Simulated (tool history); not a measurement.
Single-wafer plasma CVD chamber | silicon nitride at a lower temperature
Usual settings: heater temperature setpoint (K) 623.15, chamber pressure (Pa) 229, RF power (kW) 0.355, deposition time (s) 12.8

run    hour  heater temperature setpoint (K)  chamber pressure (Pa)  RF power (kW)  deposition time (s)  read-back reference wafer on the same gauge, thickness_nm  mean film thickness on the monitor wafer (angstrom)
  1     0.0                           623.15                    229          0.355                 12.8                                                     17.829                                               175.05
  2    48.4                           623.15                    229          0.355                 12.8                                                     17.809                                               173.35
  3    91.0                           623.15                    264          0.355                 12.8                                                     17.796                                               178.12
  4   128.5                           631.15                    229          0.355                 12.8                                                     17.764                                               173.49
  5   186.2                           631.15                    229          0.355                 12.8                                                     17.787                                               173.04
  6   257.6                           627.15                    229          0.355                 12.8                                                     17.822                                               172.59
      287.9  -- thermocouple changed; heater temperature recalibrated
  7   301.9                           623.15                    229          0.335                 12.8                                                     17.813                                               168.44
  8   339.1                           610.15                    188          0.355                 12.8                                                     17.803                                               169.05
      417.4  -- showerhead replaced
      442.5  -- capacitance manometer re-zeroed and calibrated
  9   475.0                           623.15                    244          0.355                 12.8                                                     17.777                                               174.04
 10   546.8                           617.15                    245          0.375                 11.9                                                     17.757                                               167.18
 11   586.9                           623.15                    229          0.355                 12.2                                                     17.775                                               164.46
 12   639.3                           623.15                    229          0.355                 12.8                                                     17.782                                               172.67
 13   697.6                           616.15                    253          0.375                 14.1                                                     17.777                                               196.23
 14   758.0                           623.15                    229          0.355                 12.8                                                     17.823                                               170.82
 15   867.7                           637.15                    245          0.295                 11.4                                                     17.798                                               139.40
      877.0  -- RF generator calibrated
 16   895.4                           623.15                    229          0.355                 12.8                                                     17.761                                               174.35
      939.3  -- gauge calibrated
 17  1030.4                           623.15                    229          0.300                 11.7                                                     17.795                                               148.84
 18  1087.6                           623.15                    229          0.310                 14.4                                                     17.815                                               184.59
 19  1147.7                           623.15                    229          0.355                 12.8                                                     17.804                                               174.05
 20  1196.2                           610.15                    247          0.375                 12.8                                                     17.841                                               182.58
 21  1261.4                           634.15                    277          0.400                 13.8                                                     17.817                                               202.74
 22  1305.4                           623.15                    229          0.395                 12.8                                                     17.775                                               182.59
 23  1351.3                           623.15                    229          0.355                 12.8                                                     17.847                                               174.35
 24  1399.2                           611.15                    229          0.355                 11.6                                                     17.788                                               157.15
     1418.8  -- thermocouple changed; heater temperature recalibrated
 25  1462.9                           635.15                    229          0.330                 10.6                                                     17.782                                               138.99
 26  1517.9                           623.15                    264          0.405                 12.8                                                     17.836                                               188.94
 27  1579.6                           623.15                    252          0.355                 12.8                                                     17.797                                               176.24

Some steps in mean film thickness on the monitor wafer (angstrom) between neighbouring runs. How much of each would the tool show without its hidden state too (settings, what came in, random variation), and how much is left for the hidden state, with any gauge scatter that isn't in both results?
The hidden state here: wafer temperature above the value expected at the setpoint (K); delivered RF power above the setpoint (%); true pressure above the setpoint (%); gauge reads high (%).
Run 12 -> 13: heater temperature setpoint (K) 623.15 -> 616.15, chamber pressure (Pa) 229 -> 253, RF power (kW) 0.355 -> 0.375, deposition time (s) 12.8 -> 14.1. mean film thickness on the monitor wafer (angstrom) +23.56: hidden state -1.12, all else +24.68.
Run 15 -> 16: heater temperature setpoint (K) 637.15 -> 623.15, chamber pressure (Pa) 245 -> 229, RF power (kW) 0.295 -> 0.355, deposition time (s) 11.4 -> 12.8, RF generator calibrated. mean film thickness on the monitor wafer (angstrom) +34.95: hidden state +4.05, all else +30.90.
Run 17 -> 18: RF power (kW) 0.300 -> 0.310, deposition time (s) 11.7 -> 14.4. mean film thickness on the monitor wafer (angstrom) +35.75: hidden state -0.38, all else +36.13.
Run 25 -> 26: heater temperature setpoint (K) 635.15 -> 623.15, chamber pressure (Pa) 229 -> 264, RF power (kW) 0.330 -> 0.405, deposition time (s) 10.6 -> 12.8. mean film thickness on the monitor wafer (angstrom) +49.95: hidden state -0.92, all else +50.87.
